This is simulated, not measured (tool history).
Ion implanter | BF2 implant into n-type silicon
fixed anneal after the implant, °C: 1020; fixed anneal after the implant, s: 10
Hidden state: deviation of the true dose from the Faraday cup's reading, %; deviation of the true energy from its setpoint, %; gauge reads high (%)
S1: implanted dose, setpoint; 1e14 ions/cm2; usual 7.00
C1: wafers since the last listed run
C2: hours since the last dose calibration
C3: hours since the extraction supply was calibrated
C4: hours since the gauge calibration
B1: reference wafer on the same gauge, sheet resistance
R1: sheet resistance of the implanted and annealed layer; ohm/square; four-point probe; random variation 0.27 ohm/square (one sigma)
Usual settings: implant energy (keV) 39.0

{"run": 1, "hour": 0.0, "S1": 7.0, "implant energy (keV)": 39.0, "C1": 0, "C2": 845.5, "C3": 5067.7, "C4": 75.9, "B1": 205.99, "R1": 174.8}
{"run": 2, "hour": 26.9, "S1": 7.0, "implant energy (keV)": 39.0, "C1": 431, "C2": 872.4, "C3": 5094.6, "C4": 102.8, "B1": 206.0, "R1": 175.13}
{"run": 3, "hour": 55.6, "S1": 7.0, "implant energy (keV)": 39.0, "C1": 460, "C2": 901.1, "C3": 5123.3, "C4": 131.5, "B1": 205.97, "R1": 175.17}
{"run": 4, "hour": 78.1, "S1": 7.0, "implant energy (keV)": 39.0, "C1": 361, "C2": 923.6, "C3": 5145.8, "C4": 154.0, "B1": 205.97, "R1": 175.39}
{"run": 5, "hour": 112.1, "S1": 8.08, "implant energy (keV)": 30.5, "C1": 545, "C2": 957.6, "C3": 5179.8, "C4": 188.0, "B1": 205.94, "R1": 170.88}
{"run": 6, "hour": 145.9, "S1": 8.08, "implant energy (keV)": 30.5, "C1": 542, "C2": 991.4, "C3": 5213.6, "C4": 221.8, "B1": 206.0, "R1": 170.68}
{"run": 7, "hour": 167.8, "S1": 8.08, "implant energy (keV)": 30.5, "C1": 351, "C2": 1013.3, "C3": 5235.5, "C4": 243.7, "B1": 205.98, "R1": 170.67}
{"run": 8, "hour": 183.5, "S1": 7.0, "implant energy (keV)": 39.0, "C1": 252, "C2": 1029.0, "C3": 5251.2, "C4": 259.4, "B1": 206.01, "R1": 174.6}
{"run": 9, "hour": 217.4, "S1": 7.0, "implant energy (keV)": 39.0, "C1": 544, "C2": 1062.9, "C3": 5285.1, "C4": 293.3, "B1": 205.99, "R1": 174.68}
{"run": 10, "hour": 237.2, "S1": 7.0, "implant energy (keV)": 39.0, "C1": 317, "C2": 1082.7, "C3": 5304.9, "C4": 313.1, "B1": 206.05, "R1": 174.66}
{"run": 11, "hour": 252.8, "S1": 7.0, "implant energy (keV)": 39.0, "C1": 250, "C2": 1098.3, "C3": 5320.5, "C4": 328.7, "B1": 206.04, "R1": 174.37}
{"run": 12, "hour": 270.7, "S1": 7.0, "implant energy (keV)": 39.0, "C1": 287, "C2": 1116.2, "C3": 5338.4, "C4": 346.6, "B1": 206.02, "R1": 174.48}
{"hour": 293.1, "done": "extraction supply calibrated"}
{"run": 13, "hour": 349.8, "S1": 7.0, "implant energy (keV)": 39.0, "C1": 1141, "C2": 1195.3, "C3": 56.7, "C4": 425.7, "B1": 205.95, "R1": 174.35}
{"run": 14, "hour": 384.5, "S1": 5.3, "implant energy (keV)": 45.0, "C1": 557, "C2": 1230.0, "C3": 91.4, "C4": 460.4, "B1": 206.02, "R1": 212.65}
{"run": 15, "hour": 401.9, "S1": 8.28, "implant energy (keV)": 27.0, "C1": 279, "C2": 1247.4, "C3": 108.8, "C4": 477.8, "B1": 205.96, "R1": 174.99}
{"hour": 426.4, "done": "Faraday cup replaced and dose calibrated"}
{"run": 16, "hour": 431.6, "S1": 7.0, "implant energy (keV)": 39.0, "C1": 348, "C2": 5.2, "C3": 138.5, "C4": 507.5, "B1": 206.05, "R1": 177.06}
{"run": 17, "hour": 451.3, "S1": 6.35, "implant energy (keV)": 28.0, "C1": 316, "C2": 24.9, "C3": 158.2, "C4": 527.2, "B1": 205.96, "R1": 204.75}
{"run": 18, "hour": 490.1, "S1": 7.0, "implant energy (keV)": 43.5, "C1": 623, "C2": 63.7, "C3": 197.0, "C4": 566.0, "B1": 206.0, "R1": 173.69}
{"run": 19, "hour": 515.4, "S1": 8.69, "implant energy (keV)": 46.5, "C1": 406, "C2": 89.0, "C3": 222.3, "C4": 591.3, "B1": 205.96, "R1": 145.97}
{"run": 20, "hour": 603.6, "S1": 7.0, "implant energy (keV)": 39.0, "C1": 1416, "C2": 177.2, "C3": 310.5, "C4": 679.5, "B1": 205.98, "R1": 176.1}
{"hour": 611.2, "done": "gauge calibrated"}
{"run": 21, "hour": 634.1, "S1": 8.45, "implant energy (keV)": 39.0, "C1": 489, "C2": 207.7, "C3": 341.0, "C4": 22.9, "B1": 205.99, "R1": 154.69}
{"run": 22, "hour": 660.1, "S1": 8.95, "implant energy (keV)": 47.0, "C1": 417, "C2": 233.7, "C3": 367.0, "C4": 48.9, "B1": 205.99, "R1": 142.06}
{"run": 23, "hour": 689.2, "S1": 7.0, "implant energy (keV)": 50.0, "C1": 467, "C2": 262.8, "C3": 396.1, "C4": 78.0, "B1": 205.99, "R1": 169.39}
{"run": 24, "hour": 706.7, "S1": 7.0, "implant energy (keV)": 39.0, "C1": 281, "C2": 280.3, "C3": 413.6, "C4": 95.5, "B1": 205.96, "R1": 176.19}
{"run": 25, "hour": 719.6, "S1": 5.74, "implant energy (keV)": 33.5, "C1": 207, "C2": 293.2, "C3": 426.5, "C4": 108.4, "B1": 206.03, "R1": 210.74}
{"run": 26, "hour": 736.4, "S1": 5.52, "implant energy (keV)": 46.0, "C1": 269, "C2": 310.0, "C3": 443.3, "C4": 125.2, "B1": 206.01, "R1": 207.73}
{"run": 27, "hour": 766.3, "S1": 7.0, "implant energy (keV)": 39.0, "C1": 480, "C2": 339.9, "C3": 473.2, "C4": 155.1, "B1": 206.0, "R1": 176.59}

Forecast each of these 3 alternatives for the next run:
{"run": "A", "hour": 766.7, "S1": 7.0, "implant energy (keV)": 44.0, "C1": 6, "C2": 340.3, "C3": 473.6, "C4": 155.5, "B1": "?", "R1": "?"}
{"run": "B", "hour": 766.7, "S1": 8.04, "implant energy (keV)": 46.5, "C1": 6, "C2": 340.3, "C3": 473.6, "C4": 155.5, "B1": "?", "R1": "?"}
{"run": "C", "hour": 766.7, "S1": 8.53, "implant energy (keV)": 43.5, "C1": 6, "C2": 340.3, "C3": 473.6, "C4": 155.5, "B1": "?", "R1": "?"}

run=A B1=206.03 R1=172.28
run=B B1=206.03 R1=153.59
run=C B1=206.03 R1=149.41
Without the tool's hidden state the same runs would have given:
run=A R1=173.87
run=B R1=154.93
run=C R1=150.61
